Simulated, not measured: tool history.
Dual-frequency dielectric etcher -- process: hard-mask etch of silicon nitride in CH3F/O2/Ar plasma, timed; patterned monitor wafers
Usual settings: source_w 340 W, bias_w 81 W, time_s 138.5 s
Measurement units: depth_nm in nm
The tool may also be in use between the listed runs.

run   hour  source_w  bias_w  time_s  read-back reference wafer on the same gauge, depth_nm  depth_nm
  1    0.0       340      81   138.5                                                  101.7      84.0
  2   17.5       340      81   138.5                                                  101.4      83.8
  3   29.1       340      81   138.5                                                  101.7      83.2
  4   45.8       340      81   138.5                                                  101.6      82.8
  5   54.1       340      81   138.5                                                  101.7      83.2
  6   67.6       340      81   138.5                                                  101.5      82.6
  7   81.3       340      81   138.5                                                  101.5      83.1
  8   89.1       340      81   138.5                                                  101.7      82.5
  9  103.2       340      81   138.5                                                  101.3      82.3
 10  118.9       340      96   138.5                                                  101.6      88.9
 11  134.0       340      95   138.5                                                  101.4      87.3
 12  141.1       340      95   138.5                                                  101.5      87.5
     174.1  -- upper electrode replaced
     175.0  -- source power generator calibrated
 13  175.5       340      95   138.5                                                  101.7      87.6
 14  175.8       410      68   153.5                                                  101.5      90.8
 15  176.2       340      81   110.5                                                  101.4      65.8
     187.7  -- bias power generator calibrated
     197.8  -- gauge calibrated
     201.5  -- wet clean of the chamber
 16  202.0       340      81   138.5                                                  101.5      86.5
 17  202.4       280     100   159.5                                                  101.6     100.9
 18  207.9       340      81   138.5                                                  101.6      85.3
 19  222.1       410      81   157.5                                                  101.3     101.5
 20  235.7       340      67   138.5                                                  101.5      79.7
 21  247.0       310      67   112.5                                                  101.7      61.9
 22  259.9       340      81   126.5                                                  101.6      77.2
 23  267.1       280      81   156.0                                                  101.5      89.1
 24  282.4       380      72   153.5                                                  101.5      93.0
 25  294.6       410      68   153.5                                                  101.5      92.7
 26  306.9       390      64   119.0                                                  101.6      68.8
 27  318.4       340      81   126.0                                                  101.6      77.7

For some of the steps in depth_nm from one run to the next: how much would appear even if the tool had no hidden state, given the settings, what came in and random variation, and how much remains for the hidden state plus any gauge scatter that the measured result and the result without hidden state don't share?
Hidden state at play: etch rate over this chamber's usual, %; source power that arrives over what is set, %; bias power that arrives over what is set, %; gauge reads high (%).
Run 14 -> 15: source_w 410 -> 340, bias_w 68 -> 81, time_s 153.5 -> 110.5. depth_nm -25.0 nm: hidden state +0.7, all else -25.7.
Run 15 -> 16: time_s 110.5 -> 138.5, bias power generator calibrated, gauge calibrated, wet clean of the chamber. depth_nm +20.7 nm: hidden state +2.6, all else +18.1.
Run 25 -> 26: source_w 410 -> 390, bias_w 68 -> 64, time_s 153.5 -> 119.0. depth_nm -23.9 nm: hidden state -0.2, all else -23.7.

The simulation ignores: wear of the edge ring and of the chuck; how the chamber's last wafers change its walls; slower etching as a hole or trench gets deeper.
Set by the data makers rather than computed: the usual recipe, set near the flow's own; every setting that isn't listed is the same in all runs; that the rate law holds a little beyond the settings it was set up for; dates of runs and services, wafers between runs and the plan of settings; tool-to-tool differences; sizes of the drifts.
